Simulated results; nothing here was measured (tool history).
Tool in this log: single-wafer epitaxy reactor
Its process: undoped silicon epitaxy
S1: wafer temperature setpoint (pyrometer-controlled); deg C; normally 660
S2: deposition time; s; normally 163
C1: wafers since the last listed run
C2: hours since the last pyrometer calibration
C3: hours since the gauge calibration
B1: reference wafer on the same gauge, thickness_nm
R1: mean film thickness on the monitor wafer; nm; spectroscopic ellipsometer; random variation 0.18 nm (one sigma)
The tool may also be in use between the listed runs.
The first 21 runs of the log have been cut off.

run 22 hour=1208.5 | S1=653 S2=178 | C1=300 C2=1235.2 C3=728.4 | B1=28.801 | R1=33.287
run 23 hour=1264.6 | S1=652 S2=176 | C1=691 C2=1291.3 C3=784.5 | B1=28.806 | R1=32.633
run 24 hour=1331.5 | S1=660 S2=163 | C1=824 C2=1358.2 C3=851.4 | B1=28.820 | R1=35.518
run 25 hour=1357.6 | S1=672 S2=195 | C1=321 C2=1384.3 C3=877.5 | B1=28.804 | R1=54.579
run 26 hour=1392.5 | S1=649 S2=147 | C1=430 C2=1419.2 C3=912.4 | B1=28.806 | R1=25.722
run 27 hour=1435.4 | S1=660 S2=163 | C1=528 C2=1462.1 C3=955.3 | B1=28.807 | R1=35.875
run 28 hour=1464.4 | S1=654 S2=136 | C1=357 C2=1491.1 C3=984.3 | B1=28.838 | R1=26.509
run 29 hour=1532.8 | S1=660 S2=192 | C1=842 C2=1559.5 C3=1052.7 | B1=28.786 | R1=42.204
run 30 hour=1564.0 | S1=660 S2=163 | C1=384 C2=1590.7 C3=1083.9 | B1=28.770 | R1=35.864
run 31 hour=1631.9 | S1=668 S2=163 | C1=836 C2=1658.6 C3=1151.8 | B1=28.817 | R1=42.729
-- hour=1642.7 pyrometer calibrated
run 32 hour=1678.1 | S1=649 S2=172 | C1=470 C2=35.4 C3=1198.0 | B1=28.795 | R1=32.115
-- hour=1693.5 gauge calibrated
run 33 hour=1739.7 | S1=669 S2=133 | C1=759 C2=97.0 C3=46.2 | B1=28.796 | R1=37.639
run 34 hour=1781.1 | S1=674 S2=139 | C1=510 C2=138.4 C3=87.6 | B1=28.813 | R1=43.613
run 35 hour=1844.7 | S1=645 S2=152 | C1=783 C2=202.0 C3=151.2 | B1=28.806 | R1=26.279
run 36 hour=2046.9 | S1=654 S2=192 | C1=2491 C2=404.2 C3=353.4 | B1=28.803 | R1=40.008
run 37 hour=2127.7 | S1=660 S2=163 | C1=995 C2=485.0 C3=434.2 | B1=28.780 | R1=38.531
run 38 hour=2168.8 | S1=656 S2=185 | C1=506 C2=526.1 C3=475.3 | B1=28.778 | R1=39.997
run 39 hour=2218.9 | S1=660 S2=163 | C1=617 C2=576.2 C3=525.4 | B1=28.797 | R1=38.594
-- hour=2236.2 pyrometer calibrated, repeated, since the last time left the tool worse
run 40 hour=2243.3 | S1=660 S2=163 | C1=202 C2=7.1 C3=549.8 | B1=28.808 | R1=33.821
run 41 hour=2299.5 | S1=660 S2=172 | C1=692 C2=63.3 C3=606.0 | B1=28.785 | R1=36.028
run 42 hour=2335.2 | S1=673 S2=191 | C1=439 C2=99.0 C3=641.7 | B1=28.788 | R1=52.459
run 43 hour=2369.5 | S1=655 S2=189 | C1=422 C2=133.3 C3=676.0 | B1=28.810 | R1=35.449
run 44 hour=2415.5 | S1=654 S2=136 | C1=566 C2=179.3 C3=722.0 | B1=28.812 | R1=25.201
run 45 hour=2447.8 | S1=660 S2=163 | C1=398 C2=211.6 C3=754.3 | B1=28.803 | R1=34.012

5 ways to go on from here, each from the tool as it stands after run 45. What would each give?
run A hour=2448.2 | S1=672 S2=163 | C1=4 C2=212.0 C3=754.7 | B1=? | R1=?
run B hour=2448.2 | S1=654 S2=163 | C1=4 C2=212.0 C3=754.7 | B1=? | R1=?
run C hour=2448.2 | S1=645 S2=192 | C1=4 C2=212.0 C3=754.7 | B1=? | R1=?
run D hour=2448.2 | S1=666 S2=163 | C1=4 C2=212.0 C3=754.7 | B1=? | R1=?
run E hour=2448.2 | S1=649 S2=195 | C1=4 C2=212.0 C3=754.7 | B1=? | R1=?

run=A B1=28.787 R1=43.648
run=B B1=28.787 R1=29.949
run=C B1=28.787 R1=29.062
run=D B1=28.787 R1=38.559
run=E B1=28.787 R1=32.186
With no hidden state in the tool, these same runs would have given:
run=A R1=43.819
run=B R1=30.071
run=C R1=29.183
run=D R1=38.712
run=E R1=32.318
